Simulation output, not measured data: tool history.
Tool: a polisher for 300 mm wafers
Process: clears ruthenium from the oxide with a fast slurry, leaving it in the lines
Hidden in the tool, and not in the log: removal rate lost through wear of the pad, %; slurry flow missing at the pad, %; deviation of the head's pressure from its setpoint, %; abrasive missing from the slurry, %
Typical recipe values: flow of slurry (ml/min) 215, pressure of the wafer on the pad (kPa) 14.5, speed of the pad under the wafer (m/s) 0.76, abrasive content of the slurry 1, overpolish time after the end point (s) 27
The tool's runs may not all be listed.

run	day	flow of slurry (ml/min)	pressure of the wafer on the pad (kPa)	speed of the pad under the wafer (m/s)	abrasive content of the slurry	overpolish time after the end point (s)	wafers since the last listed run	wafers polished on this pad	hours since the slurry nozzle was cleaned	hours since the head pressure was calibrated	hours since the slurry blender was calibrated	incoming thickness of the incoming film, nm	time until the end point was called (s)	dishing of a wide line in a test structure (angstrom)
1	0	215	14.5	0.76	1	27	0	301	262.3	576.9	78.2	228.1	116.2	450
2	0.329	215	14.5	0.76	1	27	76	378	270.2	584.8	86.1	229.3	118.7	460
3	0.629	215	14.5	0.76	1	27	69	447	277.4	592	93.3	231.7	123.1	452
4	1.096	215	14.5	0.76	1	27	108	556	288.6	603.2	104.5	229	121.7	448
5	1.55	215	17.2	0.76	1.2	27	105	662	299.5	614.1	115.4	229.4	97.8	550
6	1.904	215	17.2	0.76	1.2	27	82	744	308	622.6	123.9	235	98.2	555
# day 2.671: worn pad replaced by a new one
7	2.692	215	17.2	0.76	1.2	27	144	4	326.9	641.5	142.8	229.4	96.6	538
8	2.967	145	19.3	1.02	1	37	63	68	333.5	648.1	149.4	226.4	75.6	874
9	3.983	215	11.7	1.02	1	27	236	305	357.9	672.5	173.8	231.2	120.9	479
10	4.421	215	14.5	0.76	1.2	15	101	407	368.4	683	184.3	230.8	120.2	262
11	4.704	215	14.5	0.76	1	27	65	473	375.2	689.8	191.1	226.6	122.3	438
12	5.108	215	14.5	0.76	1	27	94	567	384.9	699.5	200.8	231.2	126.5	440
13	5.625	215	14.5	0.76	0.8	27	120	687	397.3	711.9	213.2	231.3	136.8	407
14	6.333	155	16.5	0.76	1.1	14	164	852	414.3	728.9	230.2	229.8	111.9	261
# day 7.054: worn pad replaced by a new one
15	7.075	215	14.5	0.76	0.85	27	133	4	432.1	746.7	248	229	130.7	420
# day 7.471: head pressure recalibrated
16	7.492	280	17.2	0.76	1.25	32	77	82	442.1	0.5	258	229.2	95.1	625
17	8.133	215	13.1	0.76	1	27	149	231	457.5	15.9	273.4	230	138.5	384
# day 8.25: slurry blender recalibrated
# day 8.4: slurry nozzle cleaned
18	8.85	235	12.4	0.76	1	19	137	369	10.8	33.1	14.4	228.7	131.7	310
19	9.438	215	14.5	0.76	0.7	20	136	506	24.9	47.2	28.5	232.5	132.8	304
20	9.783	180	11	0.96	1	17	80	586	33.2	55.5	36.8	230.6	129.8	278
21	10.483	215	14.5	0.76	1	27	162	749	50	72.3	53.6	232.9	120.1	427
# day 11.029: worn pad replaced by a new one
22	11.054	215	14.5	0.76	1	27	94	5	63.7	86	67.3	232.1	122.8	440
23	13.108	235	13.1	0.56	1	27	477	483	113	135.3	116.6	228.8	181	310
24	13.521	255	11	0.76	1	27	95	579	122.9	145.2	126.5	227.7	159.7	351
25	14.138	215	14.5	0.76	1	27	143	723	137.7	160	141.3	230.6	126.2	413
26	14.783	215	14.5	0.94	1	27	150	873	153.2	175.5	156.8	228.1	106	507

What will run 27 give?
27	15.133	215	14.5	0.76	1.1	27	81	954	161.6	183.9	165.2	229.7	?	?

{"run 27": {"time until the end point was called (s)": 123.6, "dishing of a wide line in a test structure (angstrom)": 447}}
With no hidden state in the tool, this same run would have given time until the end point was called (s) 109, dishing of a wide line in a test structure (angstrom) 501.
